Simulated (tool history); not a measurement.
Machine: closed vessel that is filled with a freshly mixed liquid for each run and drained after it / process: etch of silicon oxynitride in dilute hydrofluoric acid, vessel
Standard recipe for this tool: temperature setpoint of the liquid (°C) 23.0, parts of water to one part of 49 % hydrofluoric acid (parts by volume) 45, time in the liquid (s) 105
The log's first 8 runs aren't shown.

run     day  temperature setpoint of the liquid (°C)  parts of water to one part of 49 % hydrofluoric acid (parts by volume)  time in the liquid (s)  wafers since the last listed run  hours since the thermometer was replaced  hours since the hydrofluoric acid flow meter was replaced  hours since the gauge calibration  read-back film thickness of the silicon oxynitride reference wafer, read on the same gauge (nm)  thickness taken off the silicon oxynitride on a monitor wafer (nm)
  9  21.025                                     23.0                                                                      45                     105                              2000                                    1209.8                                                      319.6                             1304.0                                                                                           110.03                                                                7.03
 10  22.100                                     23.0                                                                      45                     105                              2089                                    1235.6                                                      345.4                             1329.8                                                                                           109.97                                                                7.04
 11  24.771                                     25.5                                                                      45                     105                              5190                                    1299.7                                                      409.5                             1393.9                                                                                           110.03                                                                7.99
 12  27.658                                     20.0                                                                      45                     140                              5611                                    1369.0                                                      478.8                             1463.2                                                                                           109.98                                                                8.05
 13  29.575                                     23.0                                                                      45                     105                              3724                                    1415.0                                                      524.8                             1509.2                                                                                           109.97                                                                7.05
 14  30.921                                     23.0                                                                      45                     105                              2615                                    1447.3                                                      557.1                             1541.5                                                                                           110.00                                                                7.02
 15  32.900                                     23.0                                                                      45                     105                              3846                                    1494.8                                                      604.6                             1589.0                                                                                           109.98                                                                7.07
     33.129  -- gauge calibrated
 16  35.704                                     23.0                                                                      45                     105                              5449                                    1562.1                                                      671.9                               61.8                                                                                           110.05                                                                7.04
 17  38.133                                     20.0                                                                      60                     135                              4720                                    1620.4                                                      730.2                              120.1                                                                                           110.02                                                                5.82
     38.925  -- thermometer replaced
 18  39.442                                     23.0                                                                      35                      50                              2461                                      12.4                                                      761.6                              151.5                                                                                           110.01                                                                4.40
 19  41.821                                     23.0                                                                      35                      50                              4623                                      69.5                                                      818.7                              208.6                                                                                           109.97                                                                4.38
 20  43.354                                     23.0                                                                      45                     105                              2979                                     106.3                                                      855.5                              245.4                                                                                           110.03                                                                7.09
     45.383  -- hydrofluoric acid flow meter replaced
 21  45.779                                     23.0                                                                      30                      70                              4631                                     164.5                                                        9.5                              303.6                                                                                           110.04                                                                7.10
 22  48.592                                     26.5                                                                      45                     105                              5465                                     232.0                                                       77.0                              371.1                                                                                           110.00                                                                8.35
 23  55.133                                     23.0                                                                      55                     105                             12712                                     389.0                                                      234.0                              528.1                                                                                           110.01                                                                5.73
 24  57.083                                     24.5                                                                      45                      80                              3789                                     435.8                                                      280.8                              574.9                                                                                           109.95                                                                5.81
 25  58.467                                     23.0                                                                      45                     105                              2688                                     469.0                                                      314.0                              608.1                                                                                           110.01                                                                7.00
 26  60.742                                     18.0                                                                      60                     105                              4421                                     523.6                                                      368.6                              662.7                                                                                           109.98                                                                4.07
 27  62.204                                     27.0                                                                      50                     130                              2842                                     558.7                                                      403.7                              697.8                                                                                           110.00                                                                9.44
 28  65.033                                     23.0                                                                      45                     105                              5498                                     626.6                                                      471.6                              765.7                                                                                           110.01                                                                6.98
 29  66.142                                     18.0                                                                      45                     105                              2153                                     653.2                                                      498.2                              792.3                                                                                           110.02                                                                5.47
 30  67.412                                     25.5                                                                      45                     105                              2469                                     683.7                                                      528.7                              822.8                                                                                           110.03                                                                7.96

Predict each of these 5 candidate next runs independently; none follows another, all start after run 30:
  A  67.442                                     23.0                                                                      65                     105                                56                                     684.4                                                      529.4                              823.5                                                                                                ?                                                                   ?
  B  67.442                                     27.5                                                                      45                     105                                56                                     684.4                                                      529.4                              823.5                                                                                                ?                                                                   ?
  C  67.442                                     25.5                                                                      30                     150                                56                                     684.4                                                      529.4                              823.5                                                                                                ?                                                                   ?
  D  67.442                                     23.0                                                                      30                     105                                56                                     684.4                                                      529.4                              823.5                                                                                                ?                                                                   ?
  E  67.442                                     20.5                                                                      30                     105                                56                                     684.4                                                      529.4                              823.5                                                                                                ?                                                                   ?

run  read-back film thickness of the silicon oxynitride reference wafer, read on the same gauge (nm)  thickness taken off the silicon oxynitride on a monitor wafer (nm)
  A                                                                                           110.01                                                                4.84
  B                                                                                           110.01                                                                8.84
  C                                                                                           110.01                                                               17.41
  D                                                                                           110.01                                                               10.77
  E                                                                                           110.01                                                                9.50
What these runs would have given with no unlogged condition in the tool:
run  thickness taken off the silicon oxynitride on a monitor wafer (nm)
  A                                                                4.84
  B                                                                8.84
  C                                                               17.41
  D                                                               10.77
  E                                                                9.50
